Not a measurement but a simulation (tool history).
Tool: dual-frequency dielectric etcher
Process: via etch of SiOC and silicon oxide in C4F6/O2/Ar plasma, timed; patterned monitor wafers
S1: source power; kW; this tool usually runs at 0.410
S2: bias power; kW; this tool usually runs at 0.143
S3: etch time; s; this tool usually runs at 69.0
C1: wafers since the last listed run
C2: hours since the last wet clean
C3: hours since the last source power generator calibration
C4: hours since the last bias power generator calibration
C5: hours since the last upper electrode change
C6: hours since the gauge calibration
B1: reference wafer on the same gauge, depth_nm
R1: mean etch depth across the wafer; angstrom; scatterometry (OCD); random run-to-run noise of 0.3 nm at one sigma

{"run": 1, "hour": 0.0, "S1": 0.41, "S2": 0.143, "S3": 69.0, "C1": 0, "C2": 271.0, "C3": 1486.9, "C4": 4822.3, "C5": 4485.1, "C6": 198.4, "B1": 88.7, "R1": 739}
{"run": 2, "hour": 9.3, "S1": 0.41, "S2": 0.143, "S3": 69.0, "C1": 69, "C2": 280.3, "C3": 1496.2, "C4": 4831.6, "C5": 4494.4, "C6": 207.7, "B1": 88.7, "R1": 726}
{"run": 3, "hour": 21.6, "S1": 0.41, "S2": 0.143, "S3": 69.0, "C1": 91, "C2": 292.6, "C3": 1508.5, "C4": 4843.9, "C5": 4506.7, "C6": 220.0, "B1": 88.7, "R1": 733}
{"run": 4, "hour": 31.0, "S1": 0.41, "S2": 0.143, "S3": 69.0, "C1": 70, "C2": 302.0, "C3": 1517.9, "C4": 4853.3, "C5": 4516.1, "C6": 229.4, "B1": 88.8, "R1": 730}
{"run": 5, "hour": 42.8, "S1": 0.41, "S2": 0.143, "S3": 69.0, "C1": 88, "C2": 313.8, "C3": 1529.7, "C4": 4865.1, "C5": 4527.9, "C6": 241.2, "B1": 88.7, "R1": 730}
{"run": 6, "hour": 49.9, "S1": 0.41, "S2": 0.143, "S3": 69.0, "C1": 53, "C2": 320.9, "C3": 1536.8, "C4": 4872.2, "C5": 4535.0, "C6": 248.3, "B1": 88.7, "R1": 725}
{"run": 7, "hour": 63.9, "S1": 0.41, "S2": 0.157, "S3": 53.0, "C1": 104, "C2": 334.9, "C3": 1550.8, "C4": 4886.2, "C5": 4549.0, "C6": 262.3, "B1": 88.6, "R1": 582}
{"run": 8, "hour": 78.5, "S1": 0.41, "S2": 0.143, "S3": 69.0, "C1": 109, "C2": 349.5, "C3": 1565.4, "C4": 4900.8, "C5": 4563.6, "C6": 276.9, "B1": 88.7, "R1": 731}
{"run": 9, "hour": 92.9, "S1": 0.41, "S2": 0.143, "S3": 69.0, "C1": 107, "C2": 363.9, "C3": 1579.8, "C4": 4915.2, "C5": 4578.0, "C6": 291.3, "B1": 88.7, "R1": 726}
{"run": 10, "hour": 107.9, "S1": 0.41, "S2": 0.143, "S3": 69.0, "C1": 112, "C2": 378.9, "C3": 1594.8, "C4": 4930.2, "C5": 4593.0, "C6": 306.3, "B1": 88.7, "R1": 722}
{"hour": 135.6, "done": "source power generator calibrated"}
{"hour": 137.9, "done": "wet clean of the chamber"}
{"hour": 162.6, "done": "upper electrode replaced"}
{"run": 11, "hour": 163.1, "S1": 0.41, "S2": 0.143, "S3": 69.0, "C1": 186, "C2": 25.2, "C3": 27.5, "C4": 4985.4, "C5": 0.5, "C6": 361.5, "B1": 88.8, "R1": 752}
{"run": 12, "hour": 167.3, "S1": 0.35, "S2": 0.143, "S3": 69.0, "C1": 31, "C2": 29.4, "C3": 31.7, "C4": 4989.6, "C5": 4.7, "C6": 365.7, "B1": 88.7, "R1": 701}
{"run": 13, "hour": 183.2, "S1": 0.35, "S2": 0.143, "S3": 69.0, "C1": 118, "C2": 45.3, "C3": 47.6, "C4": 5005.5, "C5": 20.6, "C6": 381.6, "B1": 88.6, "R1": 699}
{"hour": 188.9, "done": "bias power generator calibrated"}
{"run": 14, "hour": 194.6, "S1": 0.35, "S2": 0.143, "S3": 69.0, "C1": 55, "C2": 56.7, "C3": 59.0, "C4": 5.7, "C5": 32.0, "C6": 393.0, "B1": 88.7, "R1": 703}
{"run": 15, "hour": 207.8, "S1": 0.31, "S2": 0.169, "S3": 49.5, "C1": 98, "C2": 69.9, "C3": 72.2, "C4": 18.9, "C5": 45.2, "C6": 406.2, "B1": 88.7, "R1": 505}
{"run": 16, "hour": 224.2, "S1": 0.38, "S2": 0.143, "S3": 69.0, "C1": 122, "C2": 86.3, "C3": 88.6, "C4": 35.3, "C5": 61.6, "C6": 422.6, "B1": 88.7, "R1": 723}
{"run": 17, "hour": 239.5, "S1": 0.41, "S2": 0.143, "S3": 69.0, "C1": 114, "C2": 101.6, "C3": 103.9, "C4": 50.6, "C5": 76.9, "C6": 437.9, "B1": 88.7, "R1": 742}
{"run": 18, "hour": 252.6, "S1": 0.45, "S2": 0.108, "S3": 61.5, "C1": 97, "C2": 114.7, "C3": 117.0, "C4": 63.7, "C5": 90.0, "C6": 451.0, "B1": 88.6, "R1": 629}
{"hour": 265.2, "done": "gauge calibrated"}
{"run": 19, "hour": 296.8, "S1": 0.41, "S2": 0.143, "S3": 69.0, "C1": 330, "C2": 158.9, "C3": 161.2, "C4": 107.9, "C5": 134.2, "C6": 31.6, "B1": 88.7, "R1": 741}
{"run": 20, "hour": 305.5, "S1": 0.34, "S2": 0.172, "S3": 87.0, "C1": 64, "C2": 167.6, "C3": 169.9, "C4": 116.6, "C5": 142.9, "C6": 40.3, "B1": 88.7, "R1": 920}
{"run": 21, "hour": 318.8, "S1": 0.44, "S2": 0.131, "S3": 59.5, "C1": 99, "C2": 180.9, "C3": 183.2, "C4": 129.9, "C5": 156.2, "C6": 53.6, "B1": 88.7, "R1": 640}
{"run": 22, "hour": 325.1, "S1": 0.41, "S2": 0.164, "S3": 69.0, "C1": 47, "C2": 187.2, "C3": 189.5, "C4": 136.2, "C5": 162.5, "C6": 59.9, "B1": 88.7, "R1": 766}
{"run": 23, "hour": 337.8, "S1": 0.41, "S2": 0.143, "S3": 69.0, "C1": 94, "C2": 199.9, "C3": 202.2, "C4": 148.9, "C5": 175.2, "C6": 72.6, "B1": 88.8, "R1": 741}
{"run": 24, "hour": 344.3, "S1": 0.41, "S2": 0.143, "S3": 69.0, "C1": 48, "C2": 206.4, "C3": 208.7, "C4": 155.4, "C5": 181.7, "C6": 79.1, "B1": 88.7, "R1": 728}
{"run": 25, "hour": 357.7, "S1": 0.41, "S2": 0.153, "S3": 69.0, "C1": 100, "C2": 219.8, "C3": 222.1, "C4": 168.8, "C5": 195.1, "C6": 92.5, "B1": 88.7, "R1": 752}
{"run": 26, "hour": 374.2, "S1": 0.44, "S2": 0.131, "S3": 59.5, "C1": 123, "C2": 236.3, "C3": 238.6, "C4": 185.3, "C5": 211.6, "C6": 109.0, "B1": 88.6, "R1": 629}
{"run": 27, "hour": 385.7, "S1": 0.41, "S2": 0.127, "S3": 60.5, "C1": 85, "C2": 247.8, "C3": 250.1, "C4": 196.8, "C5": 223.1, "C6": 120.5, "B1": 88.8, "R1": 621}
{"run": 28, "hour": 401.3, "S1": 0.49, "S2": 0.112, "S3": 84.0, "C1": 116, "C2": 263.4, "C3": 265.7, "C4": 212.4, "C5": 238.7, "C6": 136.1, "B1": 88.8, "R1": 895}
{"run": 29, "hour": 413.4, "S1": 0.41, "S2": 0.143, "S3": 69.0, "C1": 90, "C2": 275.5, "C3": 277.8, "C4": 224.5, "C5": 250.8, "C6": 148.2, "B1": 88.7, "R1": 727}

Below are 3 alternative next runs, each starting from the tool's condition after run 29. Predict each:
{"run": "A", "hour": 413.8, "S1": 0.41, "S2": 0.143, "S3": 63.0, "C1": 2, "C2": 275.9, "C3": 278.2, "C4": 224.9, "C5": 251.2, "C6": 148.6, "B1": "?", "R1": "?"}
{"run": "B", "hour": 413.8, "S1": 0.41, "S2": 0.178, "S3": 62.5, "C1": 2, "C2": 275.9, "C3": 278.2, "C4": 224.9, "C5": 251.2, "C6": 148.6, "B1": "?", "R1": "?"}
{"run": "C", "hour": 413.8, "S1": 0.41, "S2": 0.165, "S3": 76.5, "C1": 2, "C2": 275.9, "C3": 278.2, "C4": 224.9, "C5": 251.2, "C6": 148.6, "B1": "?", "R1": "?"}

run=A B1=88.7 R1=669
run=B B1=88.7 R1=709
run=C B1=88.7 R1=848
With no hidden state in the tool, these same runs would have given:
run=A R1=685
run=B R1=726
run=C R1=868
